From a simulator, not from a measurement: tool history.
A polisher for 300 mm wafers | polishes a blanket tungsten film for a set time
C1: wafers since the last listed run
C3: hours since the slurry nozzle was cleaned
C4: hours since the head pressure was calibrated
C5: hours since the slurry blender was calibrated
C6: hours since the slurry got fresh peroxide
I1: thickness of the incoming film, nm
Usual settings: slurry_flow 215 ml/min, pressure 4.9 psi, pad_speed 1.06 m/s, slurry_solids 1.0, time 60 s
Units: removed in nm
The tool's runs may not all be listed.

Run 1, hour 0.0: usual settings; C1 0; wafers polished on this pad 222; C3 879.2; C4 1082.0; C5 77.9; C6 113.8; I1 1101.9. Result: removed 445.5 nm.
At hour 5.2: slurry tank refilled with fresh slurry and peroxide.
Run 2, hour 17.5: usual settings but slurry_solids 1.1, time 50 s; C1 112; wafers polished on this pad 334; C3 896.7; C4 1099.5; C5 95.4; C6 12.3; I1 1095.9. Result: removed 377.7 nm.
Run 3, hour 23.9: usual settings but slurry_solids 1.1, time 50 s; C1 43; wafers polished on this pad 378; C3 903.1; C4 1105.9; C5 101.8; C6 18.7; I1 1111.4. Result: removed 383.5 nm.
Run 4, hour 30.6: usual settings but slurry_solids 1.1, time 50 s; C1 45; wafers polished on this pad 423; C3 909.8; C4 1112.6; C5 108.5; C6 25.4; I1 1112.8. Result: removed 379.1 nm.
Run 5, hour 38.8: usual settings but pad_speed 0.90 m/s; C1 55; wafers polished on this pad 479; C3 918.0; C4 1120.8; C5 116.7; C6 33.6; I1 1100.9. Result: removed 401.1 nm.
Run 6, hour 45.2: usual settings but pad_speed 0.90 m/s; C1 43; wafers polished on this pad 523; C3 924.4; C4 1127.2; C5 123.1; C6 40.0; I1 1108.2. Result: removed 399.6 nm.
Run 7, hour 59.6: usual settings but pad_speed 0.90 m/s; C1 97; wafers polished on this pad 621; C3 938.8; C4 1141.6; C5 137.5; C6 54.4; I1 1102.1. Result: removed 403.4 nm.
Run 8, hour 65.8: usual settings but pad_speed 1.36 m/s; C1 42; wafers polished on this pad 663; C3 945.0; C4 1147.8; C5 143.7; C6 60.6; I1 1099.8. Result: removed 527.9 nm.
Run 9, hour 78.6: usual settings but slurry_flow 140 ml/min, pressure 6.0 psi; C1 87; wafers polished on this pad 750; C3 957.8; C4 1160.6; C5 156.5; C6 73.4; I1 1094.6. Result: removed 515.5 nm.
At hour 81.4: slurry blender recalibrated.
Run 10, hour 86.6: usual settings but pressure 5.7 psi, pad_speed 0.86 m/s, time 54 s; C1 40; wafers polished on this pad 791; C3 965.8; C4 1168.6; C5 5.2; C6 81.4; I1 1090.5. Result: removed 405.8 nm.
At hour 94.0: slurry nozzle cleaned.
Run 11, hour 94.4: usual settings; C1 46; wafers polished on this pad 837; C3 0.4; C4 1176.4; C5 13.0; C6 89.2; I1 1111.9. Result: removed 447.6 nm.
At hour 96.4: slurry tank refilled with fresh slurry and peroxide.
At hour 99.2: head pressure recalibrated.
Run 12, hour 105.7: usual settings; C1 56; wafers polished on this pad 893; C3 11.7; C4 6.5; C5 24.3; C6 9.3; I1 1091.9. Result: removed 448.6 nm.
Run 13, hour 114.4: usual settings but slurry_solids 0.8; C1 59; wafers polished on this pad 953; C3 20.4; C4 15.2; C5 33.0; C6 18.0; I1 1075.8. Result: removed 416.2 nm.
At hour 129.7: worn pad replaced by a new one.
Run 14, hour 141.5: usual settings but slurry_flow 290 ml/min; C1 157; wafers polished on this pad 80; C3 47.5; C4 42.3; C5 60.1; C6 45.1; I1 1105.0. Result: removed 450.8 nm.
Run 15, hour 154.8: usual settings but slurry_flow 275 ml/min, pad_speed 0.80 m/s; C1 90; wafers polished on this pad 170; C3 60.8; C4 55.6; C5 73.4; C6 58.4; I1 1082.5. Result: removed 374.3 nm.
Run 16, hour 163.1: usual settings; C1 56; wafers polished on this pad 227; C3 69.1; C4 63.9; C5 81.7; C6 66.7; I1 1100.8. Result: removed 447.5 nm.
Run 17, hour 170.3: usual settings but slurry_flow 285 ml/min, pad_speed 1.26 m/s, time 74 s; C1 48; wafers polished on this pad 276; C3 76.3; C4 71.1; C5 88.9; C6 73.9; I1 1092.8. Result: removed 645.5 nm.

How the hidden state differs across the entries between the runs, from the last listed run before each to the first after it:
Between runs 1 and 2: slurry tank refilled with fresh slurry and peroxide (hour 5.2)
  no hidden state differs between the two runs
Between runs 9 and 10: slurry blender recalibrated (hour 81.4)
  no hidden state differs between the two runs
Between runs 10 and 11: slurry nozzle cleaned (hour 94.0)
  no hidden state differs between the two runs
Between runs 11 and 12: slurry tank refilled with fresh slurry and peroxide (hour 96.4); head pressure recalibrated (hour 99.2)
  no hidden state differs between the two runs
Between runs 13 and 14: worn pad replaced by a new one (hour 129.7)
  no hidden state differs between the two runs
